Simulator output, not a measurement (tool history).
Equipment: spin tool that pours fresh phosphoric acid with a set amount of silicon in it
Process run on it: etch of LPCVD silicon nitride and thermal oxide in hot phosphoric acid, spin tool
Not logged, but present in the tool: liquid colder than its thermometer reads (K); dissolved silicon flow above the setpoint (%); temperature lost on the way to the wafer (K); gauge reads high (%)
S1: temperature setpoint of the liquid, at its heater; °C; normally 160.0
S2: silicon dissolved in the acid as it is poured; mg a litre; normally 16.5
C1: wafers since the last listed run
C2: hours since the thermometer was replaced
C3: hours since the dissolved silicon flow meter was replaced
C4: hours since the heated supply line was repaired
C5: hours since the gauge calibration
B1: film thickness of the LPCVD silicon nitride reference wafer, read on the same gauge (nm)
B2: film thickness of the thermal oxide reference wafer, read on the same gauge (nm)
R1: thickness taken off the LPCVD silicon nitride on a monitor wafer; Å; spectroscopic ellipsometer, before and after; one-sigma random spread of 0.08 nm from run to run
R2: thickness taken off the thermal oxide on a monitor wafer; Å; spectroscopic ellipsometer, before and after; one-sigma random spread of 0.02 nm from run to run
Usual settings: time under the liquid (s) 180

Run 1, hour 0.0: usual settings but time under the liquid (s) 240; C1 0; C2 1411.9; C3 1372.3; C4 481.8; C5 124.8; B1 150.04; B2 79.986. Result: R1 217.7 Å, R2 3.65 Å.
Run 2, hour 19.7: usual settings but time under the liquid (s) 240; C1 149; C2 1431.6; C3 1392.0; C4 501.5; C5 144.5; B1 149.97; B2 79.991. Result: R1 216.0 Å, R2 3.29 Å.
Run 3, hour 34.8: usual settings but time under the liquid (s) 240; C1 114; C2 1446.7; C3 1407.1; C4 516.6; C5 159.6; B1 149.98; B2 80.049. Result: R1 216.1 Å, R2 3.06 Å.
Run 4, hour 48.3: usual settings but time under the liquid (s) 130; C1 102; C2 1460.2; C3 1420.6; C4 530.1; C5 173.1; B1 149.98; B2 79.971. Result: R1 116.3 Å, R2 1.73 Å.
Run 5, hour 79.2: usual settings but time under the liquid (s) 130; C1 234; C2 1491.1; C3 1451.5; C4 561.0; C5 204.0; B1 150.04; B2 80.026. Result: R1 116.2 Å, R2 1.68 Å.
Run 6, hour 109.5: usual settings; C1 230; C2 1521.4; C3 1481.8; C4 591.3; C5 234.3; B1 150.00; B2 79.982. Result: R1 160.2 Å, R2 2.22 Å.
Run 7, hour 131.3: usual settings; C1 165; C2 1543.2; C3 1503.6; C4 613.1; C5 256.1; B1 149.97; B2 79.998. Result: R1 159.0 Å, R2 2.30 Å.
Run 8, hour 153.7: usual settings; C1 170; C2 1565.6; C3 1526.0; C4 635.5; C5 278.5; B1 150.02; B2 80.032. Result: R1 159.1 Å, R2 2.30 Å.
Run 9, hour 179.3: usual settings; C1 194; C2 1591.2; C3 1551.6; C4 661.1; C5 304.1; B1 149.99; B2 79.997. Result: R1 157.8 Å, R2 2.35 Å.
Run 10, hour 195.4: usual settings; C1 122; C2 1607.3; C3 1567.7; C4 677.2; C5 320.2; B1 150.03; B2 80.000. Result: R1 157.9 Å, R2 2.38 Å.
At hour 199.4: gauge calibrated.
At hour 205.9: dissolved silicon flow meter replaced.
Run 11, hour 214.9: usual settings; C1 140; C2 1626.8; C3 9.0; C4 696.7; C5 15.5; B1 150.04; B2 80.029. Result: R1 157.9 Å, R2 2.44 Å.
Run 12, hour 239.1: usual settings but S1 157.5 °C; C1 183; C2 1651.0; C3 33.2; C4 720.9; C5 39.7; B1 149.98; B2 79.974. Result: R1 139.4 Å, R2 2.06 Å.
Run 13, hour 267.3: usual settings; C1 214; C2 1679.2; C3 61.4; C4 749.1; C5 67.9; B1 150.00; B2 80.000. Result: R1 157.2 Å, R2 2.10 Å.
At hour 269.0: heated supply line repaired.
Run 14, hour 302.4: usual settings but S1 162.0 °C, S2 8.5 mg a litre, time under the liquid (s) 80; C1 259; C2 1714.3; C3 96.5; C4 33.4; C5 103.0; B1 149.98; B2 80.025. Result: R1 79.4 Å, R2 1.55 Å.
Run 15, hour 323.8: usual settings but S1 162.5 °C; C1 162; C2 1735.7; C3 117.9; C4 54.8; C5 124.4; B1 149.98; B2 80.020. Result: R1 183.6 Å, R2 3.24 Å.
Run 16, hour 336.7: usual settings; C1 97; C2 1748.6; C3 130.8; C4 67.7; C5 137.3; B1 150.00; B2 80.020. Result: R1 167.1 Å, R2 2.57 Å.
Run 17, hour 357.3: usual settings but S1 162.0 °C, S2 8.5 mg a litre, time under the liquid (s) 80; C1 156; C2 1769.2; C3 151.4; C4 88.3; C5 157.9; B1 150.01; B2 80.015. Result: R1 78.6 Å, R2 1.59 Å.
At hour 398.9: thermometer replaced.
Run 18, hour 435.7: usual settings but time under the liquid (s) 80; C1 587; C2 36.8; C3 229.8; C4 166.7; C5 236.3; B1 149.99; B2 80.019. Result: R1 78.4 Å, R2 1.29 Å.
Run 19, hour 465.2: usual settings but S2 29.0 mg a litre, time under the liquid (s) 140; C1 224; C2 66.3; C3 259.3; C4 196.2; C5 265.8; B1 149.96; B2 79.976. Result: R1 136.8 Å, R2 1.36 Å.
Run 20, hour 500.3: usual settings but S1 158.5 °C, time under the liquid (s) 120; C1 266; C2 101.4; C3 294.4; C4 231.3; C5 300.9; B1 150.01; B2 79.982. Result: R1 111.1 Å, R2 1.82 Å.
Run 21, hour 529.1: usual settings but S2 5.5 mg a litre, time under the liquid (s) 95; C1 218; C2 130.2; C3 323.2; C4 260.1; C5 329.7; B1 149.93; B2 80.005. Result: R1 92.3 Å, R2 1.85 Å.

What if the next run were any one of these 3? Each begins from the tool's condition after run 21:
Run A, hour 529.6: usual settings; C1 3; C2 130.7; C3 323.7; C4 260.6; C5 330.2; B1 ?; B2 ?. Result: R1 ?, R2 ?.
Run B, hour 529.6: usual settings but S1 161.0 °C, S2 4.0 mg a litre, time under the liquid (s) 245; C1 3; C2 130.7; C3 323.7; C4 260.6; C5 330.2; B1 ?; B2 ?. Result: R1 ?, R2 ?.
Run C, hour 529.6: usual settings but S1 159.0 °C, S2 4.0 mg a litre, time under the liquid (s) 135; C1 3; C2 130.7; C3 323.7; C4 260.6; C5 330.2; B1 ?; B2 ?. Result: R1 ?, R2 ?.

run      B1      B2     R1    R2
  A  149.98  80.026  174.9  2.63
  B  149.98  80.026  246.2  5.11
  C  149.98  80.026  126.8  2.43
Stripped of hidden state, with their random variation kept, the same runs would have yielded:
run     R1    R2
  A  182.1  2.88
  B  256.3  5.59
  C  132.1  2.65
